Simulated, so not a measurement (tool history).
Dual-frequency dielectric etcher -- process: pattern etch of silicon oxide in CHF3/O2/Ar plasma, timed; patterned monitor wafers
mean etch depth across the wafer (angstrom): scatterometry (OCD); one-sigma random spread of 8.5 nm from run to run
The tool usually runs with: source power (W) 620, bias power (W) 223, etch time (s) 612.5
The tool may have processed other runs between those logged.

| run | hour | source power (W) | bias power (W) | etch time (s) | read-back reference wafer on the same gauge, depth_nm | mean etch depth across the wafer (angstrom) |
|---|---|---|---|---|---|---|
| 1 | 0 | 540 | 223 | 612.5 | 1329.4 | 12215 |
| 2 | 59.4 | 620 | 206 | 711.5 | 1327.6 | 14094 |
| 3 | 96.6 | 680 | 223 | 612.5 | 1326.8 | 12426 |
| 4 | 176.2 | 680 | 223 | 612.5 | 1322.8 | 12469 |
| 5 | 264.3 | 680 | 223 | 612.5 | 1316.4 | 12516 |
| 6 | 350.2 | 620 | 223 | 612.5 | 1312.5 | 12140 |
| 7 | 399.5 | 620 | 223 | 612.5 | 1310.6 | 12292 |
| 8 | 482.6 | 620 | 223 | 612.5 | 1307.2 | 12268 |
|  | 551.5 | wet clean of the chamber |
| 9 | 578.6 | 620 | 223 | 612.5 | 1301.1 | 12250 |
| 10 | 664.1 | 620 | 223 | 612.5 | 1298.6 | 12206 |
|  | 691.3 | gauge calibrated |
| 11 | 754.2 | 620 | 254 | 612.5 | 1393.7 | 13255 |
| 12 | 824.4 | 620 | 223 | 612.5 | 1386.4 | 12897 |
| 13 | 923 | 620 | 223 | 612.5 | 1387 | 12875 |
| 14 | 991.8 | 620 | 223 | 612.5 | 1385.6 | 12947 |
| 15 | 1091.4 | 620 | 223 | 612.5 | 1380.3 | 12808 |
|  | 1132.1 | source power generator calibrated |
|  | 1180 | upper electrode replaced |
|  | 1203.8 | wet clean of the chamber |
| 16 | 1351.8 | 620 | 223 | 612.5 | 1366.1 | 12811 |
|  | 1392.6 | bias power generator calibrated |
| 17 | 1406.3 | 470 | 271 | 676 | 1362.4 | 13931 |
| 18 | 1444 | 460 | 275 | 612.5 | 1361.7 | 12454 |
| 19 | 1532.5 | 570 | 176 | 503.5 | 1358.5 | 9775 |
| 20 | 1608.9 | 720 | 204 | 530.5 | 1351 | 11024 |
| 21 | 1665.1 | 470 | 245 | 612.5 | 1354.9 | 12262 |
|  | 1753.1 | wet clean of the chamber |
| 22 | 1771.3 | 620 | 223 | 612.5 | 1350.2 | 12566 |
| 23 | 1814.5 | 620 | 240 | 694.5 | 1345.2 | 14292 |
| 24 | 1898.2 | 620 | 223 | 715.5 | 1339.7 | 14733 |
| 25 | 1987.3 | 620 | 223 | 612.5 | 1339.4 | 12519 |
| 26 | 2073.5 | 730 | 258 | 612.5 | 1335.5 | 13223 |
| 27 | 2142.2 | 750 | 253 | 436.5 | 1331.8 | 9439 |
| 28 | 2236.4 | 780 | 223 | 431.5 | 1327.3 | 9200 |

State the hidden condition of the tool at each of the runs:
etch rate over this chamber's usual, %: 0 in every run
source power that arrives over what is set, %: 0 in every run
bias power that arrives over what is set, %: 0 in every run
H1: gauge reads high (%)
| run | H1 |
|---|---|
| 1 | -4.36 |
| 2 | -4.55 |
| 3 | -4.67 |
| 4 | -4.93 |
| 5 | -5.21 |
| 6 | -5.49 |
| 7 | -5.65 |
| 8 | -5.92 |
| 9 | -6.23 |
| 10 | -6.5 |
| 11 | 0.248 |
| 12 | 0.0213 |
| 13 | -0.297 |
| 14 | -0.519 |
| 15 | -0.841 |
| 16 | -1.68 |
| 17 | -1.86 |
| 18 | -1.98 |
| 19 | -2.26 |
| 20 | -2.51 |
| 21 | -2.69 |
| 22 | -3.04 |
| 23 | -3.18 |
| 24 | -3.45 |
| 25 | -3.73 |
| 26 | -4.01 |
| 27 | -4.23 |
| 28 | -4.54 |
